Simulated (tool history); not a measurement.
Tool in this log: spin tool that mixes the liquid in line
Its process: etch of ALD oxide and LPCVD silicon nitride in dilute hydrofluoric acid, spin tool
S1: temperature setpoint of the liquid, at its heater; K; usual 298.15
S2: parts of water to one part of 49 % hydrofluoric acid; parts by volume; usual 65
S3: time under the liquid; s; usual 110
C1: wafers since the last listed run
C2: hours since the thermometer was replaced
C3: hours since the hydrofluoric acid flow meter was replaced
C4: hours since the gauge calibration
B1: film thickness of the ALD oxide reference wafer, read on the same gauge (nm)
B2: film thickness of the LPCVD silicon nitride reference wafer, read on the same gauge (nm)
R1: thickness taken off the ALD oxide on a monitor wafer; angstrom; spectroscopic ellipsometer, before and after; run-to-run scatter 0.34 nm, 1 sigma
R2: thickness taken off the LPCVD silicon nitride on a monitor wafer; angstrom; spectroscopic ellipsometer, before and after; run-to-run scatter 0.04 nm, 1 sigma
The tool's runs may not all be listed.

run 1 hour=0.0 | S1=298.15 S2=65 S3=110 | C1=0 C2=719.5 C3=663.4 C4=1763.0 | B1=139.99 B2=110.023 | R1=602.4 R2=11.91
run 2 hour=30.6 | S1=298.15 S2=65 S3=110 | C1=226 C2=750.1 C3=694.0 C4=1793.6 | B1=140.00 B2=110.014 | R1=594.1 R2=11.51
run 3 hour=59.3 | S1=298.15 S2=65 S3=110 | C1=212 C2=778.8 C3=722.7 C4=1822.3 | B1=140.00 B2=109.973 | R1=595.3 R2=11.52
run 4 hour=104.1 | S1=296.65 S2=65 S3=60 | C1=331 C2=823.6 C3=767.5 C4=1867.1 | B1=139.99 B2=110.009 | R1=306.1 R2=5.02
run 5 hour=155.3 | S1=296.65 S2=65 S3=60 | C1=379 C2=874.8 C3=818.7 C4=1918.3 | B1=139.99 B2=109.986 | R1=305.4 R2=5.37
-- hour=214.3 hydrofluoric acid flow meter replaced
run 6 hour=214.9 | S1=298.15 S2=65 S3=110 | C1=434 C2=934.4 C3=0.6 C4=1977.9 | B1=140.02 B2=109.985 | R1=598.7 R2=10.65
-- hour=227.7 thermometer replaced
run 7 hour=273.6 | S1=298.15 S2=65 S3=110 | C1=427 C2=45.9 C3=59.3 C4=2036.6 | B1=140.01 B2=110.001 | R1=596.0 R2=11.34
run 8 hour=370.6 | S1=298.15 S2=65 S3=110 | C1=718 C2=142.9 C3=156.3 C4=2133.6 | B1=140.00 B2=109.965 | R1=594.7 R2=11.02
run 9 hour=424.4 | S1=298.15 S2=65 S3=110 | C1=398 C2=196.7 C3=210.1 C4=2187.4 | B1=139.98 B2=110.005 | R1=597.1 R2=10.00
run 10 hour=605.5 | S1=294.65 S2=85 S3=60 | C1=1341 C2=377.8 C3=391.2 C4=2368.5 | B1=139.99 B2=109.969 | R1=210.9 R2=3.62
run 11 hour=649.5 | S1=295.15 S2=65 S3=160 | C1=325 C2=421.8 C3=435.2 C4=2412.5 | B1=139.99 B2=109.956 | R1=765.2 R2=12.65
run 12 hour=693.4 | S1=298.15 S2=65 S3=110 | C1=325 C2=465.7 C3=479.1 C4=2456.4 | B1=140.01 B2=109.986 | R1=596.7 R2=10.99
-- hour=762.7 gauge calibrated
run 13 hour=825.7 | S1=302.15 S2=65 S3=150 | C1=979 C2=598.0 C3=611.4 C4=63.0 | B1=139.99 B2=109.992 | R1=960.6 R2=19.62
run 14 hour=868.2 | S1=301.65 S2=65 S3=45 | C1=314 C2=640.5 C3=653.9 C4=105.5 | B1=140.00 B2=110.001 | R1=282.0 R2=5.72
run 15 hour=925.1 | S1=296.15 S2=40 S3=110 | C1=421 C2=697.4 C3=710.8 C4=162.4 | B1=140.01 B2=110.001 | R1=931.4 R2=15.99
run 16 hour=968.0 | S1=296.15 S2=85 S3=75 | C1=317 C2=740.3 C3=753.7 C4=205.3 | B1=140.01 B2=110.000 | R1=279.5 R2=4.89
run 17 hour=1032.2 | S1=298.15 S2=65 S3=160 | C1=475 C2=804.5 C3=817.9 C4=269.5 | B1=139.99 B2=110.008 | R1=871.7 R2=16.41
run 18 hour=1056.4 | S1=298.15 S2=65 S3=110 | C1=179 C2=828.7 C3=842.1 C4=293.7 | B1=140.00 B2=109.984 | R1=593.2 R2=10.99
-- hour=1071.5 thermometer replaced
run 19 hour=1126.3 | S1=298.15 S2=65 S3=110 | C1=510 C2=54.8 C3=912.0 C4=363.6 | B1=140.00 B2=109.959 | R1=598.7 R2=11.25
-- hour=1135.3 hydrofluoric acid flow meter replaced
run 20 hour=1196.6 | S1=299.65 S2=95 S3=165 | C1=513 C2=125.1 C3=61.3 C4=433.9 | B1=140.01 B2=109.982 | R1=623.3 R2=12.39
run 21 hour=1241.4 | S1=294.15 S2=95 S3=110 | C1=331 C2=169.9 C3=106.1 C4=478.7 | B1=139.99 B2=110.000 | R1=334.6 R2=5.49
run 22 hour=1394.4 | S1=299.65 S2=35 S3=60 | C1=1133 C2=322.9 C3=259.1 C4=631.7 | B1=139.99 B2=110.008 | R1=669.2 R2=11.58
run 23 hour=1438.9 | S1=293.15 S2=40 S3=60 | C1=329 C2=367.4 C3=303.6 C4=676.2 | B1=140.01 B2=110.007 | R1=442.4 R2=7.11
run 24 hour=1472.2 | S1=294.65 S2=80 S3=165 | C1=246 C2=400.7 C3=336.9 C4=709.5 | B1=139.99 B2=110.010 | R1=619.4 R2=10.64
run 25 hour=1532.2 | S1=300.65 S2=65 S3=110 | C1=444 C2=460.7 C3=396.9 C4=769.5 | B1=140.01 B2=109.993 | R1=652.8 R2=12.56
run 26 hour=1567.5 | S1=298.15 S2=65 S3=110 | C1=261 C2=496.0 C3=432.2 C4=804.8 | B1=140.00 B2=109.990 | R1=596.1 R2=11.02

4 ways to go on from here, each from the tool as it stands after run 26. What would each give?
run A hour=1567.9 | S1=298.15 S2=65 S3=110 | C1=2 C2=496.4 C3=432.6 C4=805.2 | B1=? B2=? | R1=? R2=?
run B hour=1567.9 | S1=298.15 S2=55 S3=110 | C1=2 C2=496.4 C3=432.6 C4=805.2 | B1=? B2=? | R1=? R2=?
run C hour=1567.9 | S1=293.65 S2=95 S3=110 | C1=2 C2=496.4 C3=432.6 C4=805.2 | B1=? B2=? | R1=? R2=?
run D hour=1567.9 | S1=299.65 S2=90 S3=55 | C1=2 C2=496.4 C3=432.6 C4=805.2 | B1=? B2=? | R1=? R2=?

run=A B1=140.00 B2=109.990 R1=599.8 R2=11.30
run=B B1=140.00 B2=109.990 R1=718.5 R2=13.32
run=C B1=140.00 B2=109.990 R1=329.4 R2=5.75
run=D B1=140.00 B2=109.990 R1=222.4 R2=4.52
With the hidden condition removed and each run's random variation left untouched, the same runs would have given:
run=A R1=599.8 R2=11.30
run=B R1=718.5 R2=13.32
run=C R1=329.4 R2=5.75
run=D R1=222.4 R2=4.52
